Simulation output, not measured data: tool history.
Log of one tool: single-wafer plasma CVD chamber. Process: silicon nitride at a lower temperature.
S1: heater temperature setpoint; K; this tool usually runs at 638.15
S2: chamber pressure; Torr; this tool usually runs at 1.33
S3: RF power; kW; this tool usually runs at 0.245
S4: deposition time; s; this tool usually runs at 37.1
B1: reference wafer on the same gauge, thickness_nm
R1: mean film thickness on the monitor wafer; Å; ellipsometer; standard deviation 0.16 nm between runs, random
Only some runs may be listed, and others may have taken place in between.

| run | day | S1 | S2 | S3 | S4 | B1 | R1 |
|---|---|---|---|---|---|---|---|
| 1 | 0.000 | 638.15 | 1.33 | 0.245 | 37.1 | 35.358 | 361.94 |
| 2 | 4.250 | 638.15 | 1.33 | 0.220 | 37.1 | 35.404 | 325.96 |
| 3 | 5.288 | 638.15 | 1.33 | 0.220 | 37.1 | 35.453 | 325.69 |
| 4 | 6.608 | 638.15 | 1.33 | 0.220 | 37.1 | 35.447 | 326.86 |
| 5 | 7.871 | 638.15 | 1.33 | 0.245 | 37.1 | 35.401 | 361.82 |
| 6 | 8.392 | 638.15 | 1.33 | 0.245 | 37.1 | 35.454 | 360.07 |
| 7 | 9.496 | 638.15 | 1.33 | 0.245 | 37.1 | 35.427 | 360.46 |
|  | 10.558 | RF generator calibrated |
| 8 | 10.592 | 638.15 | 1.33 | 0.245 | 34.5 | 35.489 | 333.88 |
|  | 11.079 | gauge calibrated |
|  | 11.371 | thermocouple changed; heater temperature recalibrated |
| 9 | 11.383 | 638.15 | 1.33 | 0.245 | 37.1 | 35.421 | 358.87 |
| 10 | 11.975 | 638.15 | 1.33 | 0.220 | 37.1 | 35.361 | 326.84 |
| 11 | 12.871 | 638.15 | 1.42 | 0.245 | 37.1 | 35.425 | 371.93 |
| 12 | 13.992 | 638.15 | 1.33 | 0.225 | 33.5 | 35.351 | 299.72 |
|  | 14.546 | showerhead replaced |
| 13 | 14.571 | 644.15 | 1.33 | 0.200 | 37.1 | 35.367 | 298.98 |
| 14 | 16.067 | 638.15 | 1.53 | 0.245 | 37.1 | 35.460 | 380.74 |
| 15 | 17.246 | 638.15 | 1.46 | 0.265 | 37.1 | 35.357 | 397.04 |
| 16 | 19.467 | 638.15 | 1.33 | 0.245 | 37.1 | 35.402 | 360.12 |
| 17 | 20.329 | 638.15 | 1.08 | 0.245 | 34.2 | 35.379 | 292.66 |
| 18 | 24.350 | 638.15 | 1.33 | 0.245 | 37.1 | 35.375 | 354.50 |
| 19 | 24.992 | 638.15 | 1.55 | 0.290 | 34.4 | 35.451 | 408.60 |
|  | 27.483 | capacitance manometer re-zeroed and calibrated |
| 20 | 28.300 | 649.15 | 1.33 | 0.210 | 44.0 | 35.351 | 377.70 |
| 21 | 28.825 | 638.15 | 1.33 | 0.245 | 37.1 | 35.403 | 363.99 |
| 22 | 29.904 | 651.15 | 1.33 | 0.285 | 37.1 | 35.315 | 412.92 |
| 23 | 30.592 | 638.15 | 1.33 | 0.245 | 39.0 | 35.451 | 385.44 |
| 24 | 32.062 | 648.15 | 1.50 | 0.245 | 30.8 | 35.470 | 321.96 |
| 25 | 33.071 | 638.15 | 1.62 | 0.245 | 37.1 | 35.440 | 398.34 |
| 26 | 34.542 | 643.15 | 1.02 | 0.245 | 40.5 | 35.377 | 340.65 |
| 27 | 35.046 | 634.15 | 1.64 | 0.220 | 31.1 | 35.410 | 306.66 |
| 28 | 35.579 | 642.15 | 1.33 | 0.245 | 37.1 | 35.421 | 365.55 |
| 29 | 38.546 | 631.15 | 1.33 | 0.215 | 37.1 | 35.338 | 327.20 |

Forecast each of these 4 alternatives for the next run:
| A | 38.562 | 638.15 | 1.33 | 0.245 | 37.1 | ? | ? |
| B | 38.562 | 648.15 | 1.33 | 0.290 | 32.5 | ? | ? |
| C | 38.562 | 630.15 | 1.33 | 0.285 | 34.3 | ? | ? |
| D | 38.562 | 644.15 | 1.53 | 0.265 | 41.2 | ? | ? |

| run | B1 | R1 |
|---|---|---|
| A | 35.428 | 365.95 |
| B | 35.428 | 366.72 |
| C | 35.428 | 384.09 |
| D | 35.428 | 460.83 |
Without the tool's unlogged condition, the same runs would have read:
| run | R1 |
|---|---|
| A | 369.21 |
| B | 369.99 |
| C | 387.52 |
| D | 464.75 |
